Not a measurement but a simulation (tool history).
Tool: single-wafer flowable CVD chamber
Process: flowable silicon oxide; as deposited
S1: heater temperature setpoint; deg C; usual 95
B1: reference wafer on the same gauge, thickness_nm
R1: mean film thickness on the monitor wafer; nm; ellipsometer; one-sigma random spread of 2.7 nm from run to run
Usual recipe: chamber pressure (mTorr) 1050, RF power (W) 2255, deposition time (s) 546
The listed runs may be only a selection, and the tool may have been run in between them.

run 1 hour=0.0 | S1=95 chamber_pressure_(mTorr)=1050 RF_power_(W)=2255 deposition_time_(s)=546 | B1=442.799 | R1=522.494
run 2 hour=15.8 | S1=95 chamber_pressure_(mTorr)=1220 RF_power_(W)=2255 deposition_time_(s)=546 | B1=442.962 | R1=599.576
run 3 hour=77.6 | S1=95 chamber_pressure_(mTorr)=1220 RF_power_(W)=2255 deposition_time_(s)=546 | B1=443.292 | R1=603.251
run 4 hour=113.1 | S1=95 chamber_pressure_(mTorr)=1220 RF_power_(W)=2255 deposition_time_(s)=546 | B1=443.245 | R1=602.589
run 5 hour=142.6 | S1=95 chamber_pressure_(mTorr)=910 RF_power_(W)=2510 deposition_time_(s)=546 | B1=442.979 | R1=461.009
run 6 hour=156.6 | S1=90 chamber_pressure_(mTorr)=1050 RF_power_(W)=2255 deposition_time_(s)=627 | B1=442.699 | R1=709.571
run 7 hour=182.5 | S1=108 chamber_pressure_(mTorr)=1050 RF_power_(W)=2255 deposition_time_(s)=546 | B1=443.125 | R1=344.963
run 8 hour=196.1 | S1=95 chamber_pressure_(mTorr)=1050 RF_power_(W)=2255 deposition_time_(s)=546 | B1=442.814 | R1=524.307
-- hour=213.4 showerhead replaced
run 9 hour=221.6 | S1=95 chamber_pressure_(mTorr)=1050 RF_power_(W)=2255 deposition_time_(s)=546 | B1=442.912 | R1=522.260
run 10 hour=237.0 | S1=101 chamber_pressure_(mTorr)=850 RF_power_(W)=2460 deposition_time_(s)=546 | B1=443.172 | R1=353.510
run 11 hour=271.1 | S1=95 chamber_pressure_(mTorr)=1050 RF_power_(W)=2255 deposition_time_(s)=652 | B1=443.044 | R1=629.831
run 12 hour=291.2 | S1=95 chamber_pressure_(mTorr)=1050 RF_power_(W)=2255 deposition_time_(s)=546 | B1=442.733 | R1=518.859
run 13 hour=314.0 | S1=81 chamber_pressure_(mTorr)=840 RF_power_(W)=2650 deposition_time_(s)=452 | B1=443.189 | R1=527.524
run 14 hour=326.3 | S1=81 chamber_pressure_(mTorr)=1130 RF_power_(W)=2070 deposition_time_(s)=627 | B1=442.864 | R1=965.804

Run 15 comes next. What will it give?
-- hour=403.1 gauge calibrated
run 15 hour=424.1 | S1=95 chamber_pressure_(mTorr)=1180 RF_power_(W)=2525 deposition_time_(s)=637 | B1=? | R1=?

{"run 15": {"B1": 443.254, "R1": 694.513}}
Were there no unlogged condition in the tool, this run, its random variation unchanged, would have produced R1 698.824 nm.
